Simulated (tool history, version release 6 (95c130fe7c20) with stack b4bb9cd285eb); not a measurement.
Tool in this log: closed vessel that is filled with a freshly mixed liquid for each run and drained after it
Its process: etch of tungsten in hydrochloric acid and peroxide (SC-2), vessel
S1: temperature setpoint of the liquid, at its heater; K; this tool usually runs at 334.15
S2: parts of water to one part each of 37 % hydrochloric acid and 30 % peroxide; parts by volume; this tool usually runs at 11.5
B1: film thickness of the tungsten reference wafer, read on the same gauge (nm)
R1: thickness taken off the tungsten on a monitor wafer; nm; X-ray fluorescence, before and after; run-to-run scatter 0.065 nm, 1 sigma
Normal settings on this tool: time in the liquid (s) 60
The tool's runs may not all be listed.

Run 1, day 0: usual settings but S2 9 parts by volume, time in the liquid (s) 35; B1 119.99. Result: R1 15.81 nm.
Run 2, day 4.354: usual settings but S2 9 parts by volume, time in the liquid (s) 35; B1 120.02. Result: R1 15.74 nm.
Run 3, day 6.217: usual settings but time in the liquid (s) 35; B1 120. Result: R1 12.91 nm.
Run 4, day 8.667: usual settings but S1 339.15 K; B1 120.02. Result: R1 30.04 nm.
Run 5, day 12.562: usual settings but time in the liquid (s) 75; B1 120. Result: R1 27.5 nm.
Run 6, day 16.342: usual settings but S2 13.5 parts by volume, time in the liquid (s) 50; B1 120. Result: R1 15.9 nm.
At day 18.442: chemicals flow meter replaced.
Run 7, day 20.304: usual settings but S2 13.5 parts by volume, time in the liquid (s) 50; B1 120. Result: R1 15.32 nm.
Run 8, day 24.317: usual settings; B1 119.98. Result: R1 21.08 nm.
Run 9, day 27.358: usual settings; B1 119.99. Result: R1 20.99 nm.
Run 10, day 29.762: usual settings but S1 339.15 K, S2 7.5 parts by volume; B1 120.01. Result: R1 40.56 nm.
At day 31.038: new drum of peroxide connected.
At day 37.338: thermometer replaced.
At day 39.038: gauge calibrated.
Run 11, day 43.033: usual settings but S1 339.15 K, S2 7.5 parts by volume; B1 120. Result: R1 41.92 nm.
Run 12, day 46.712: usual settings; B1 120.04. Result: R1 21.7 nm.
Run 13, day 48.65: usual settings but S2 9 parts by volume, time in the liquid (s) 35; B1 120.02. Result: R1 15.45 nm.
Run 14, day 51.346: usual settings but S1 326.15 K, S2 15 parts by volume, time in the liquid (s) 90; B1 119.98. Result: R1 15.43 nm.
Run 15, day 55.667: usual settings; B1 119.97. Result: R1 21.52 nm.
At day 58.925: new drum of peroxide connected.
Run 16, day 59.083: usual settings but S1 343.65 K, S2 15 parts by volume; B1 120. Result: R1 31.67 nm.
Run 17, day 62.967: usual settings but S1 328.65 K, S2 14 parts by volume, time in the liquid (s) 30; B1 120. Result: R1 6.66 nm.
Run 18, day 65.162: usual settings but S1 343.65 K, S2 15 parts by volume; B1 120.01. Result: R1 31.56 nm.
Run 19, day 66.804: usual settings but S1 342.15 K, S2 7.5 parts by volume, time in the liquid (s) 80; B1 119.98. Result: R1 68.65 nm.
At day 67.992: chemicals flow meter replaced.
Run 20, day 69.925: usual settings but S2 16.5 parts by volume, time in the liquid (s) 75; B1 119.99. Result: R1 19.21 nm.
Run 21, day 73.775: usual settings; B1 119.99. Result: R1 21.13 nm.
Run 22, day 76.512: usual settings but S1 342.15 K, S2 7.5 parts by volume, time in the liquid (s) 80; B1 120. Result: R1 65.2 nm.
Run 23, day 79.375: usual settings but S1 325.65 K, time in the liquid (s) 35; B1 120.02. Result: R1 7.14 nm.
Run 24, day 83.817: usual settings; B1 120.01. Result: R1 20.88 nm.
At day 86.133: new drum of peroxide connected.
Run 25, day 92.229: usual settings but S1 338.15 K, S2 14 parts by volume, time in the liquid (s) 50; B1 120.01. Result: R1 19.69 nm.
Run 26, day 93.762: usual settings but S1 337.15 K, time in the liquid (s) 50; B1 119.96. Result: R1 21.92 nm.
Run 27, day 97.488: usual settings but S1 340.15 K; B1 119.98. Result: R1 31.39 nm.
Run 28, day 100.912: usual settings but S2 16 parts by volume; B1 119.99. Result: R1 16.36 nm.
Run 29, day 103.379: usual settings but S1 338.15 K, S2 14 parts by volume, time in the liquid (s) 50; B1 120.01. Result: R1 19.66 nm.
Run 30, day 107.017: usual settings but S1 339.15 K, S2 16.5 parts by volume, time in the liquid (s) 80; B1 120.02. Result: R1 28.74 nm.

4 options for the next run, each taken on its own from the tool as it stands now. Forecast them:
Run A, day 107.046: usual settings but S2 17 parts by volume; B1 ?. Result: R1 ?.
Run B, day 107.046: usual settings but S1 330.65 K, time in the liquid (s) 80; B1 ?. Result: R1 ?.
Run C, day 107.046: usual settings but time in the liquid (s) 45; B1 ?. Result: R1 ?.
Run D, day 107.046: usual settings but S2 13.5 parts by volume; B1 ?. Result: R1 ?.

run      B1     R1
  A  120.01  15.47
  B  120.01  23.25
  C  120.01  16.31
  D  120.01  18.95
Had the tool no hidden state, the same runs would have come out as:
run     R1
  A  15.34
  B  23.09
  C  16.19
  D   18.8

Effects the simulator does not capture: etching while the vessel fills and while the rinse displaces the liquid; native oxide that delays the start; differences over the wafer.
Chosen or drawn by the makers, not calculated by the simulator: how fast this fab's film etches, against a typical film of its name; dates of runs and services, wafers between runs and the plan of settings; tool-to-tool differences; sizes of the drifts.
